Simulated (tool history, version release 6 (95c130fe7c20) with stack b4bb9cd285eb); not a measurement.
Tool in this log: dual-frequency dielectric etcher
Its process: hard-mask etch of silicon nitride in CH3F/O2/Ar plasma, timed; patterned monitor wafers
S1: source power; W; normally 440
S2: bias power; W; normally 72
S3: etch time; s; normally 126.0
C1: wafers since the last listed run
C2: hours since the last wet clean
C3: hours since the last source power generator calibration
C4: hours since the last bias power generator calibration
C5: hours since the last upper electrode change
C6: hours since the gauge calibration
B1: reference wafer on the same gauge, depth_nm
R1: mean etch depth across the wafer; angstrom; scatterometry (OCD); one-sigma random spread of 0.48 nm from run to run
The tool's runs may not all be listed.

Run 1, hour 0.0: usual settings but S1 400 W, S3 138.0 s; C1 0; C2 586.8; C3 2416.9; C4 4578.4; C5 3808.0; C6 67.3; B1 87.6. Result: R1 965 angstrom.
At hour 14.9: wet clean of the chamber.
Run 2, hour 188.1: usual settings but S1 400 W, S3 138.0 s; C1 1620; C2 173.2; C3 2605.0; C4 4766.5; C5 3996.1; C6 255.4; B1 87.6. Result: R1 966 angstrom.
Run 3, hour 217.5: usual settings but S1 400 W, S3 138.0 s; C1 275; C2 202.6; C3 2634.4; C4 4795.9; C5 4025.5; C6 284.8; B1 87.6. Result: R1 967 angstrom.
Run 4, hour 247.3: usual settings but S2 68 W; C1 278; C2 232.4; C3 2664.2; C4 4825.7; C5 4055.3; C6 314.6; B1 87.6. Result: R1 896 angstrom.
Run 5, hour 299.8: usual settings but S2 68 W; C1 491; C2 284.9; C3 2716.7; C4 4878.2; C5 4107.8; C6 367.1; B1 87.6. Result: R1 910 angstrom.
Run 6, hour 325.1: usual settings but S1 480 W; C1 236; C2 310.2; C3 2742.0; C4 4903.5; C5 4133.1; C6 392.4; B1 87.5. Result: R1 943 angstrom.
Run 7, hour 350.2: usual settings but S1 480 W; C1 234; C2 335.3; C3 2767.1; C4 4928.6; C5 4158.2; C6 417.5; B1 87.7. Result: R1 945 angstrom.
Run 8, hour 391.1: usual settings but S1 480 W; C1 382; C2 376.2; C3 2808.0; C4 4969.5; C5 4199.1; C6 458.4; B1 87.6. Result: R1 939 angstrom.
At hour 417.0: bias power generator calibrated.
Run 9, hour 452.9: usual settings but S2 81 W; C1 540; C2 438.0; C3 2869.8; C4 35.9; C5 4260.9; C6 520.2; B1 87.6. Result: R1 941 angstrom.
At hour 623.7: wet clean of the chamber.
Run 10, hour 624.2: usual settings but S2 81 W; C1 1378; C2 0.5; C3 3041.1; C4 207.2; C5 4432.2; C6 691.5; B1 87.6. Result: R1 948 angstrom.
Run 11, hour 670.3: usual settings but S2 85 W; C1 431; C2 46.6; C3 3087.2; C4 253.3; C5 4478.3; C6 737.6; B1 87.6. Result: R1 960 angstrom.
Run 12, hour 728.6: usual settings; C1 545; C2 104.9; C3 3145.5; C4 311.6; C5 4536.6; C6 795.9; B1 87.5. Result: R1 916 angstrom.
Run 13, hour 789.4: usual settings; C1 568; C2 165.7; C3 3206.3; C4 372.4; C5 4597.4; C6 856.7; B1 87.5. Result: R1 917 angstrom.
At hour 814.7: gauge calibrated.
At hour 819.6: source power generator calibrated.
Run 14, hour 835.1: usual settings but S1 500 W, S2 60 W, S3 144.0 s; C1 390; C2 211.4; C3 15.5; C4 418.1; C5 4643.1; C6 20.4; B1 87.6. Result: R1 1058 angstrom.
Run 15, hour 906.7: usual settings but S1 550 W, S3 162.5 s; C1 669; C2 283.0; C3 87.1; C4 489.7; C5 4714.7; C6 92.0; B1 87.7. Result: R1 1297 angstrom.
Run 16, hour 937.1: usual settings but S1 500 W; C1 284; C2 313.4; C3 117.5; C4 520.1; C5 4745.1; C6 122.4; B1 87.6. Result: R1 964 angstrom.
At hour 1036.8: upper electrode replaced.
Run 17, hour 1141.1: usual settings but S2 59 W; C1 1684; C2 517.4; C3 321.5; C4 724.1; C5 104.3; C6 326.4; B1 87.5. Result: R1 871 angstrom.
At hour 1193.6: wet clean of the chamber.
Run 18, hour 1194.1: usual settings but S2 67 W, S3 93.5 s; C1 271; C2 0.5; C3 374.5; C4 777.1; C5 157.3; C6 379.4; B1 87.6. Result: R1 665 angstrom.
Run 19, hour 1247.9: usual settings but S1 340 W, S2 79 W, S3 105.0 s; C1 503; C2 54.3; C3 428.3; C4 830.9; C5 211.1; C6 433.2; B1 87.5. Result: R1 711 angstrom.
Run 20, hour 1280.9: usual settings but S1 540 W, S3 111.0 s; C1 308; C2 87.3; C3 461.3; C4 863.9; C5 244.1; C6 466.2; B1 87.5. Result: R1 877 angstrom.
Run 21, hour 1327.1: usual settings but S1 470 W, S3 91.5 s; C1 432; C2 133.5; C3 507.5; C4 910.1; C5 290.3; C6 512.4; B1 87.5. Result: R1 685 angstrom.

Exercise: give the hidden state of the tool at every run:
etch rate over this chamber's usual, %: 0 in every run
source power that arrives over what is set, %: 0 in every run
bias power that arrives over what is set, %: 0 in every run
gauge reads high (%): 0 in every run

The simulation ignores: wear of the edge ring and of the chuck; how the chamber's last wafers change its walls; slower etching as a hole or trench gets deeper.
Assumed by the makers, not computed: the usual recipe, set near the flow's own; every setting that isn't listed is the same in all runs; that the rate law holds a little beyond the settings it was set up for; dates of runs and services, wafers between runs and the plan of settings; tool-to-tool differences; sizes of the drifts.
